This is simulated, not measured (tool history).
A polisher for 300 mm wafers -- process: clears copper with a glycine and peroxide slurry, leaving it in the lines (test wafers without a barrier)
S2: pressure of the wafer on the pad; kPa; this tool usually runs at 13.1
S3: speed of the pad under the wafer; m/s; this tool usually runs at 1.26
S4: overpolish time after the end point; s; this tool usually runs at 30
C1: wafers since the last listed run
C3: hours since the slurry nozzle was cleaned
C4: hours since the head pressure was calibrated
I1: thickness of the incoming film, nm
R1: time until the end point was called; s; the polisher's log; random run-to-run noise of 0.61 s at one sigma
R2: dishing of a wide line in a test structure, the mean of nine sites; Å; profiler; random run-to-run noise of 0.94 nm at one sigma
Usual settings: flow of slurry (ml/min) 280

{"run": 1, "hour": 0.0, "flow of slurry (ml/min)": 280, "S2": 13.1, "S3": 1.26, "S4": 30, "C1": 0, "wafers polished on this pad": 804, "C3": 706.7, "C4": 959.5, "I1": 380.4, "R1": 90.6, "R2": 673}
{"run": 2, "hour": 21.8, "flow of slurry (ml/min)": 280, "S2": 14.5, "S3": 1.26, "S4": 30, "C1": 221, "wafers polished on this pad": 1025, "C3": 728.5, "C4": 981.3, "I1": 384.8, "R1": 85.2, "R2": 710}
{"run": 3, "hour": 40.8, "flow of slurry (ml/min)": 280, "S2": 14.5, "S3": 1.26, "S4": 30, "C1": 193, "wafers polished on this pad": 1219, "C3": 747.5, "C4": 1000.3, "I1": 391.1, "R1": 86.2, "R2": 702}
{"run": 4, "hour": 57.7, "flow of slurry (ml/min)": 280, "S2": 14.5, "S3": 1.26, "S4": 30, "C1": 171, "wafers polished on this pad": 1390, "C3": 764.4, "C4": 1017.2, "I1": 384.9, "R1": 85.5, "R2": 706}
{"hour": 65.6, "done": "worn pad replaced by a new one"}
{"run": 5, "hour": 80.9, "flow of slurry (ml/min)": 280, "S2": 13.1, "S3": 1.26, "S4": 30, "C1": 195, "wafers polished on this pad": 155, "C3": 787.6, "C4": 1040.4, "I1": 381.5, "R1": 92.1, "R2": 676}
{"run": 6, "hour": 105.7, "flow of slurry (ml/min)": 310, "S2": 13.1, "S3": 1.26, "S4": 30, "C1": 251, "wafers polished on this pad": 407, "C3": 812.4, "C4": 1065.2, "I1": 385.4, "R1": 92.1, "R2": 675}
{"run": 7, "hour": 128.9, "flow of slurry (ml/min)": 310, "S2": 13.1, "S3": 1.26, "S4": 30, "C1": 235, "wafers polished on this pad": 642, "C3": 835.6, "C4": 1088.4, "I1": 382.1, "R1": 91.6, "R2": 668}
{"hour": 175.7, "done": "head pressure recalibrated"}
{"run": 8, "hour": 176.5, "flow of slurry (ml/min)": 310, "S2": 13.1, "S3": 1.26, "S4": 30, "C1": 463, "wafers polished on this pad": 1105, "C3": 883.2, "C4": 0.8, "I1": 387.9, "R1": 84.0, "R2": 728}
{"hour": 196.6, "done": "worn pad replaced by a new one"}
{"run": 9, "hour": 209.4, "flow of slurry (ml/min)": 280, "S2": 13.1, "S3": 1.26, "S4": 30, "C1": 293, "wafers polished on this pad": 130, "C3": 916.1, "C4": 33.7, "I1": 385.0, "R1": 85.4, "R2": 711}
{"run": 10, "hour": 222.0, "flow of slurry (ml/min)": 280, "S2": 13.1, "S3": 1.26, "S4": 30, "C1": 127, "wafers polished on this pad": 258, "C3": 928.7, "C4": 46.3, "I1": 387.2, "R1": 87.2, "R2": 705}
{"run": 11, "hour": 235.3, "flow of slurry (ml/min)": 280, "S2": 13.1, "S3": 1.26, "S4": 30, "C1": 135, "wafers polished on this pad": 393, "C3": 942.0, "C4": 59.6, "I1": 386.6, "R1": 86.1, "R2": 704}
{"run": 12, "hour": 250.9, "flow of slurry (ml/min)": 280, "S2": 13.1, "S3": 1.26, "S4": 30, "C1": 158, "wafers polished on this pad": 551, "C3": 957.6, "C4": 75.2, "I1": 385.6, "R1": 85.4, "R2": 713}
{"hour": 259.0, "done": "slurry nozzle cleaned"}
{"run": 13, "hour": 286.4, "flow of slurry (ml/min)": 280, "S2": 13.1, "S3": 1.26, "S4": 30, "C1": 350, "wafers polished on this pad": 902, "C3": 27.4, "C4": 110.7, "I1": 382.7, "R1": 80.2, "R2": 752}
{"run": 14, "hour": 321.8, "flow of slurry (ml/min)": 360, "S2": 8.3, "S3": 1.26, "S4": 46, "C1": 359, "wafers polished on this pad": 1262, "C3": 62.8, "C4": 146.1, "I1": 392.8, "R1": 115.2, "R2": 732}
{"hour": 345.4, "done": "worn pad replaced by a new one"}
{"run": 15, "hour": 347.8, "flow of slurry (ml/min)": 310, "S2": 13.1, "S3": 1.26, "S4": 30, "C1": 223, "wafers polished on this pad": 24, "C3": 88.8, "C4": 172.1, "I1": 384.3, "R1": 81.5, "R2": 752}
{"run": 16, "hour": 380.1, "flow of slurry (ml/min)": 210, "S2": 13.1, "S3": 1.52, "S4": 47, "C1": 328, "wafers polished on this pad": 352, "C3": 121.1, "C4": 204.4, "I1": 388.7, "R1": 72.5, "R2": 989}
{"run": 17, "hour": 402.1, "flow of slurry (ml/min)": 335, "S2": 13.1, "S3": 1.68, "S4": 43, "C1": 223, "wafers polished on this pad": 575, "C3": 143.1, "C4": 226.4, "I1": 390.6, "R1": 64.9, "R2": 982}
{"run": 18, "hour": 424.5, "flow of slurry (ml/min)": 215, "S2": 13.1, "S3": 1.26, "S4": 30, "C1": 227, "wafers polished on this pad": 803, "C3": 165.5, "C4": 248.8, "I1": 386.2, "R1": 84.3, "R2": 715}

Expected results for the next run?
{"run": 19, "hour": 440.3, "flow of slurry (ml/min)": 280, "S2": 13.1, "S3": 1.02, "S4": 30, "C1": 160, "wafers polished on this pad": 963, "C3": 181.3, "C4": 264.6, "I1": 380.0, "R1": "?", "R2": "?"}

R1: 95.6 s
R2: 659 Å
Had the tool carried no hidden state, the very same run would have given R1 94.2 s, R2 666 Å.
